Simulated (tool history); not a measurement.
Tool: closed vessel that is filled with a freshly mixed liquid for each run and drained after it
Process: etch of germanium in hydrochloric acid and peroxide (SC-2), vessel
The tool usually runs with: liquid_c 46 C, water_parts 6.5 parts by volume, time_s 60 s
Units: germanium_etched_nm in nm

| run | day | liquid_c | water_parts | time_s | read-back film thickness of the germanium reference wafer, read on the same gauge (nm) | germanium_etched_nm |
|---|---|---|---|---|---|---|
| 1 | 0 | 46 | 6.5 | 60 | 77.57 | 147.5 |
| 2 | 2.521 | 46 | 6.5 | 60 | 77.4 | 147.78 |
| 3 | 6.642 | 46 | 6.5 | 60 | 79.22 | 150.45 |
| 4 | 9.121 | 46 | 6.5 | 60 | 79.06 | 150.63 |
| 5 | 13.504 | 46 | 6.5 | 70 | 78.71 | 172.5 |
| 6 | 16.942 | 46 | 6.5 | 70 | 78.43 | 173.02 |
| 7 | 19.279 | 46 | 6.5 | 60 | 78.25 | 148.55 |
| 8 | 21.904 | 46 | 6.5 | 60 | 78.03 | 148.22 |
| 9 | 23.462 | 46 | 6.5 | 60 | 77.93 | 147.65 |
| 10 | 26.488 | 46 | 6.5 | 80 | 77.68 | 196.03 |
| 11 | 30.725 | 55 | 7.5 | 80 | 77.38 | 259.52 |
| 12 | 32.888 | 49 | 5.5 | 85 | 77.21 | 230.13 |
| 13 | 36.638 | 46 | 8.5 | 30 | 76.9 | 71.69 |
| 14 | 40.712 | 46 | 6.5 | 90 | 76.6 | 219.16 |
| 15 | 42.217 | 46 | 6.5 | 60 | 79.69 | 150.12 |
| 16 | 44.383 | 46 | 4.5 | 60 | 79.5 | 152.25 |
| 17 | 48.417 | 43 | 8.5 | 60 | 79.2 | 133.77 |
| 18 | 51.338 | 46 | 6.5 | 60 | 78.99 | 149.43 |

Missing from the log above: 5 entries noted between runs. For each, name the pair of listed runs it sits between and say how the tool's hidden condition differs from the listed run just before to the listed run just after:
Between runs 2 and 3: gauge calibrated (day 3.246)
  gauge reads high (%): -3.28 -> -0.972
  measured result minus the result with no hidden state, germanium_etched_nm: -5.01 -> -1.48 nm
Between runs 5 and 6: chemicals flow meter replaced (day 15.596)
  gauge reads high (%): -1.63 -> -1.96
  measured result minus the result with no hidden state, germanium_etched_nm: -2.86 -> -3.46 nm
Between runs 10 and 11: thermometer replaced (day 28.438)
  gauge reads high (%): -2.88 -> -3.28
  measured result minus the result with no hidden state, germanium_etched_nm: -5.81 -> -8.81 nm
Between runs 11 and 12: new drum of peroxide connected (day 31.542)
  gauge reads high (%): -3.28 -> -3.49
  measured result minus the result with no hidden state, germanium_etched_nm: -8.81 -> -8.33 nm
Between runs 14 and 15: gauge calibrated (day 40.954)
  gauge reads high (%): -4.24 -> -0.419
  measured result minus the result with no hidden state, germanium_etched_nm: -9.71 -> -0.63 nm
